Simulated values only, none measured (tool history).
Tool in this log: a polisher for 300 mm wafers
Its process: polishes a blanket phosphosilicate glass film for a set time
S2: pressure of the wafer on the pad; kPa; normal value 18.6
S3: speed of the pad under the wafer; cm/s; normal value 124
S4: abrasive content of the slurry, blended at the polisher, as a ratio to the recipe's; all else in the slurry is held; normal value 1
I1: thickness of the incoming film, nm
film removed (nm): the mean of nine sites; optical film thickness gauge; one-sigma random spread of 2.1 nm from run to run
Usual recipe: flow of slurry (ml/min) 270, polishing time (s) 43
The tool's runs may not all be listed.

{"run": 1, "hour": 0.0, "flow of slurry (ml/min)": 270, "S2": 18.6, "S3": 124, "S4": 1, "polishing time (s)": 43, "I1": 3481.8, "film removed (nm)": 337.8}
{"run": 2, "hour": 13.6, "flow of slurry (ml/min)": 270, "S2": 18.6, "S3": 124, "S4": 1, "polishing time (s)": 43, "I1": 3507.2, "film removed (nm)": 335.9}
{"run": 3, "hour": 35.3, "flow of slurry (ml/min)": 270, "S2": 18.6, "S3": 124, "S4": 1, "polishing time (s)": 43, "I1": 3507.5, "film removed (nm)": 337}
{"hour": 50.4, "done": "worn pad replaced by a new one"}
{"run": 4, "hour": 62.0, "flow of slurry (ml/min)": 270, "S2": 18.6, "S3": 124, "S4": 1, "polishing time (s)": 43, "I1": 3484.3, "film removed (nm)": 334.4}
{"run": 5, "hour": 84.1, "flow of slurry (ml/min)": 270, "S2": 18.6, "S3": 124, "S4": 1, "polishing time (s)": 43, "I1": 3500.1, "film removed (nm)": 338.6}
{"run": 6, "hour": 109.0, "flow of slurry (ml/min)": 270, "S2": 18.6, "S3": 124, "S4": 1, "polishing time (s)": 43, "I1": 3516.7, "film removed (nm)": 336.2}
{"hour": 117.1, "done": "conditioning disc replaced and pad reconditioned"}
{"hour": 130.6, "done": "head pressure recalibrated"}
{"run": 7, "hour": 135.4, "flow of slurry (ml/min)": 310, "S2": 18.6, "S3": 124, "S4": 1, "polishing time (s)": 43, "I1": 3546.8, "film removed (nm)": 344.6}
{"run": 8, "hour": 148.2, "flow of slurry (ml/min)": 310, "S2": 22.1, "S3": 150, "S4": 1, "polishing time (s)": 43, "I1": 3530, "film removed (nm)": 454}
{"run": 9, "hour": 180.1, "flow of slurry (ml/min)": 310, "S2": 18.6, "S3": 110, "S4": 1, "polishing time (s)": 43, "I1": 3504.2, "film removed (nm)": 318.6}
{"run": 10, "hour": 196.4, "flow of slurry (ml/min)": 270, "S2": 15.9, "S3": 148, "S4": 1, "polishing time (s)": 30, "I1": 3497.3, "film removed (nm)": 225.1}
{"hour": 203.4, "done": "slurry blender recalibrated"}
{"run": 11, "hour": 212.5, "flow of slurry (ml/min)": 270, "S2": 13.1, "S3": 162, "S4": 0.7, "polishing time (s)": 53, "I1": 3511.8, "film removed (nm)": 282.1}
{"run": 12, "hour": 231.9, "flow of slurry (ml/min)": 190, "S2": 22.1, "S3": 112, "S4": 1, "polishing time (s)": 54, "I1": 3501.4, "film removed (nm)": 449.7}
{"run": 13, "hour": 248.3, "flow of slurry (ml/min)": 270, "S2": 18.6, "S3": 96, "S4": 1, "polishing time (s)": 43, "I1": 3536.5, "film removed (nm)": 288.7}
{"hour": 253.8, "done": "worn pad replaced by a new one"}
{"run": 14, "hour": 278.7, "flow of slurry (ml/min)": 335, "S2": 18.6, "S3": 142, "S4": 1, "polishing time (s)": 43, "I1": 3488.7, "film removed (nm)": 373.6}
{"run": 15, "hour": 308.5, "flow of slurry (ml/min)": 210, "S2": 14.5, "S3": 124, "S4": 1.1, "polishing time (s)": 43, "I1": 3572.4, "film removed (nm)": 264.4}
{"run": 16, "hour": 320.7, "flow of slurry (ml/min)": 270, "S2": 18.6, "S3": 136, "S4": 0.9, "polishing time (s)": 43, "I1": 3527.5, "film removed (nm)": 338.7}
{"run": 17, "hour": 345.5, "flow of slurry (ml/min)": 190, "S2": 18.6, "S3": 90, "S4": 1, "polishing time (s)": 43, "I1": 3474.3, "film removed (nm)": 265.5}
{"run": 18, "hour": 373.6, "flow of slurry (ml/min)": 270, "S2": 18.6, "S3": 162, "S4": 1, "polishing time (s)": 43, "I1": 3510.7, "film removed (nm)": 394.4}
{"hour": 402.9, "done": "slurry nozzle cleaned"}
{"run": 19, "hour": 405.3, "flow of slurry (ml/min)": 270, "S2": 24.8, "S3": 154, "S4": 1.25, "polishing time (s)": 56, "I1": 3478.4, "film removed (nm)": 740.3}
{"hour": 436.4, "done": "conditioning disc replaced and pad reconditioned"}
{"hour": 439.5, "done": "worn pad replaced by a new one"}
{"run": 20, "hour": 440.0, "flow of slurry (ml/min)": 270, "S2": 22.1, "S3": 124, "S4": 1, "polishing time (s)": 43, "I1": 3478, "film removed (nm)": 400.1}
{"run": 21, "hour": 449.0, "flow of slurry (ml/min)": 270, "S2": 18.6, "S3": 124, "S4": 1, "polishing time (s)": 43, "I1": 3500.7, "film removed (nm)": 335.2}
{"run": 22, "hour": 473.0, "flow of slurry (ml/min)": 270, "S2": 18.6, "S3": 124, "S4": 1, "polishing time (s)": 43, "I1": 3442.3, "film removed (nm)": 332.3}
{"run": 23, "hour": 495.7, "flow of slurry (ml/min)": 270, "S2": 18.6, "S3": 124, "S4": 1, "polishing time (s)": 43, "I1": 3543.8, "film removed (nm)": 335.1}
{"run": 24, "hour": 516.6, "flow of slurry (ml/min)": 245, "S2": 18.6, "S3": 156, "S4": 0.8, "polishing time (s)": 43, "I1": 3552.2, "film removed (nm)": 341.3}
{"hour": 526.0, "done": "slurry blender recalibrated"}
{"run": 25, "hour": 536.0, "flow of slurry (ml/min)": 335, "S2": 18.6, "S3": 124, "S4": 1, "polishing time (s)": 43, "I1": 3520.7, "film removed (nm)": 342.4}

List, for all runs, the conditions of the tool that the log does not record:
removal rate lost through wear of the pad, %: 0 across all the runs
slurry flow missing at the pad, %: 0 across all the runs
deviation of the head's pressure from its setpoint, %: 0 across all the runs
abrasive missing from the slurry, %: 0 across all the runs
time polished since the conditioner stopped cutting, s: 0 across all the runs
